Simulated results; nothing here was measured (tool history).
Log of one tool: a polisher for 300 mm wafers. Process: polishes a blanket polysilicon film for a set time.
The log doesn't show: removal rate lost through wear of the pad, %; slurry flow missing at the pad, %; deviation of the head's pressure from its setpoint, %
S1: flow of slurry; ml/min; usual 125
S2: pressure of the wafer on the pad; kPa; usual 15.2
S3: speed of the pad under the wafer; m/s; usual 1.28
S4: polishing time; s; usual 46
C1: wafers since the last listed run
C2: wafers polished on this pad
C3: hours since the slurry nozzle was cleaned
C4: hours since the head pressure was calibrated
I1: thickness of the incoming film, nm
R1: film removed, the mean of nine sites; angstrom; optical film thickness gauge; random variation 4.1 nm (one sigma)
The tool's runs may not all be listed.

Run 1, day 0.000: usual settings but S1 105 ml/min; C1 0; C2 1675; C3 209.3; C4 24.3; I1 1035.4. Result: R1 3721 angstrom.
At day 1.750: worn pad replaced by a new one.
Run 2, day 2.958: usual settings; C1 953; C2 412; C3 280.3; C4 95.3; I1 1044.8. Result: R1 3869 angstrom.
Run 3, day 4.454: usual settings; C1 510; C2 922; C3 316.2; C4 131.2; I1 1052.1. Result: R1 3831 angstrom.
Run 4, day 5.558: usual settings; C1 376; C2 1299; C3 342.7; C4 157.7; I1 1049.2. Result: R1 3896 angstrom.
Run 5, day 7.475: usual settings but S1 110 ml/min, S2 11.7 kPa; C1 654; C2 1954; C3 388.7; C4 203.7; I1 1062.7. Result: R1 2977 angstrom.
At day 8.346: slurry nozzle cleaned.
Run 6, day 9.562: usual settings but S1 110 ml/min, S2 11.7 kPa; C1 698; C2 2652; C3 29.2; C4 253.8; I1 1040.6. Result: R1 3040 angstrom.
At day 9.967: worn pad replaced by a new one.
Run 7, day 11.325: usual settings but S1 110 ml/min, S2 11.7 kPa; C1 544; C2 463; C3 71.5; C4 296.1; I1 1051.5. Result: R1 3052 angstrom.
Run 8, day 13.238: usual settings but S4 40 s; C1 652; C2 1116; C3 117.4; C4 342.0; I1 1042.6. Result: R1 3351 angstrom.
Run 9, day 14.546: usual settings but S4 40 s; C1 446; C2 1563; C3 148.8; C4 373.4; I1 1068.8. Result: R1 3375 angstrom.
Run 10, day 16.221: usual settings but S4 50 s; C1 571; C2 2135; C3 189.0; C4 413.6; I1 1047.0. Result: R1 4276 angstrom.
At day 17.196: worn pad replaced by a new one.
Run 11, day 18.633: usual settings but S1 110 ml/min, S2 11.7 kPa; C1 766; C2 491; C3 246.9; C4 471.5; I1 1050.8. Result: R1 3046 angstrom.
Run 12, day 20.862: usual settings but S1 165 ml/min, S3 1.44 m/s, S4 33 s; C1 761; C2 1252; C3 300.4; C4 525.0; I1 1049.1. Result: R1 3311 angstrom.
Run 13, day 22.279: usual settings; C1 483; C2 1735; C3 334.4; C4 559.0; I1 1051.8. Result: R1 3898 angstrom.
At day 23.450: slurry nozzle cleaned.
At day 24.258: worn pad replaced by a new one.
Run 14, day 24.946: usual settings but S1 80 ml/min, S2 10.3 kPa; C1 839; C2 234; C3 35.9; C4 623.0; I1 1043.4. Result: R1 2430 angstrom.
Run 15, day 27.933: usual settings; C1 1020; C2 1254; C3 107.6; C4 694.7; I1 1064.6. Result: R1 3918 angstrom.
At day 28.592: head pressure recalibrated.
Run 16, day 29.596: usual settings but S2 11.0 kPa, S3 1.06 m/s, S4 54 s; C1 539; C2 1793; C3 147.5; C4 24.1; I1 1037.8. Result: R1 2822 angstrom.
At day 31.242: worn pad replaced by a new one.
Run 17, day 31.762: usual settings but S2 20.0 kPa, S3 1.54 m/s; C1 682; C2 177; C3 199.5; C4 76.1; I1 1051.3. Result: R1 6179 angstrom.
Run 18, day 33.054: usual settings but S3 1.16 m/s; C1 441; C2 618; C3 230.5; C4 107.1; I1 1034.1. Result: R1 3522 angstrom.
Run 19, day 35.275: usual settings but S2 13.1 kPa; C1 758; C2 1376; C3 283.8; C4 160.4; I1 1048.4. Result: R1 3406 angstrom.
Run 20, day 37.612: usual settings but S2 13.8 kPa, S3 1.72 m/s, S4 39 s; C1 798; C2 2174; C3 339.9; C4 216.5; I1 1055.1. Result: R1 4085 angstrom.

Forecast each of these 3 alternatives for the next run:
Run A, day 37.629: usual settings but S4 35 s; C1 5; C2 2180; C3 340.3; C4 216.9; I1 1065.7. Result: R1 ?.
Run B, day 37.629: usual settings but S1 110 ml/min, S2 18.6 kPa, S3 0.94 m/s, S4 54 s; C1 5; C2 2180; C3 340.3; C4 216.9; I1 1065.7. Result: R1 ?.
Run C, day 37.629: usual settings but S1 165 ml/min, S2 9.7 kPa, S3 0.96 m/s, S4 32 s; C1 5; C2 2180; C3 340.3; C4 216.9; I1 1065.7. Result: R1 ?.

run    R1
  A  2959
  B  3913
  C  1444
Without the tool's hidden state the same runs would have given:
run    R1
  A  2959
  B  3913
  C  1444
